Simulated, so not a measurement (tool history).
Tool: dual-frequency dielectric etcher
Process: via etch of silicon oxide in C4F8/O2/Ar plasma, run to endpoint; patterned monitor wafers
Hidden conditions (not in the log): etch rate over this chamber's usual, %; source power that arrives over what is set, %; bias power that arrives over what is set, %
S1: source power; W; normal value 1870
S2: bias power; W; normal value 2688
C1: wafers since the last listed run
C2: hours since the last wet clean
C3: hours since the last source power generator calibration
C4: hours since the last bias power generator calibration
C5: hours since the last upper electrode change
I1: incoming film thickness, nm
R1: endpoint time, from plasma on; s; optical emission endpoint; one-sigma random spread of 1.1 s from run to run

run,hour,S1,S2,C1,C2,C3,C4,C5,I1,R1
1,0,1870,2688,0,275.8,4335,3860.5,4714.7,1927.5,384.2
2,7.4,1870,2263,41,283.2,4342.4,3867.9,4722.1,1915.4,401.1
3,22.7,1870,2263,86,298.5,4357.7,3883.2,4737.4,1898.2,399
4,37.6,2110,2688,84,313.4,4372.6,3898.1,4752.3,1910.5,368.2
5,46.8,2110,2688,51,322.6,4381.8,3907.3,4761.5,1896.9,366.7
6,57.2,1870,2688,58,333,4392.2,3917.7,4771.9,1923.3,384.1
# hour 94.1: wet clean of the chamber
7,94.6,1870,2688,75,0.5,4429.6,3955.1,4809.3,1930.5,378.8
8,95,1870,2688,2,0.9,4430,3955.5,4809.7,1925.1,378.3
9,103,1690,2203,45,8.9,4438,3963.5,4817.7,1937.4,415.9
10,120.9,1870,2688,100,26.8,4455.9,3981.4,4835.6,1922.3,380.4
11,132.3,1870,2688,64,38.2,4467.3,3992.8,4847,1911.1,376
# hour 140.9: source power generator calibrated
12,147.5,2140,2439,63,53.4,6.6,4008,4862.2,1937,376.6
# hour 163: bias power generator calibrated
# hour 183.2: upper electrode replaced
13,194.3,2050,3147,127,100.2,53.4,31.3,11.1,1920.8,351.8
14,204.8,1480,2272,59,110.7,63.9,41.8,21.6,1920.7,430.4
15,213.5,1870,2220,49,119.4,72.6,50.5,30.3,1913.3,404.3
16,220.4,2210,2688,38,126.3,79.5,57.4,37.2,1928.1,363.8
17,234.5,1530,3113,79,140.4,93.6,71.5,51.3,1894.6,381.9

Hidden state at the last listed run before each entry between runs and at the first one after, where it differs:
From run 6 to run 7: wet clean of the chamber (hour 94.1)
  etch rate over this chamber's usual, %: -2.25 -> -0.252
  measured result minus the result with no hidden state, R1: +8.7 -> +0.9 s
From run 11 to run 12: source power generator calibrated (hour 140.9)
  etch rate over this chamber's usual, %: -0.539 -> -0.655
  measured result minus the result with no hidden state, R1: +2 -> +2.5 s
From run 12 to run 13: bias power generator calibrated (hour 163); upper electrode replaced (hour 183.2)
  etch rate over this chamber's usual, %: -0.655 -> -1.01
  measured result minus the result with no hidden state, R1: +2.5 -> +3.6 s
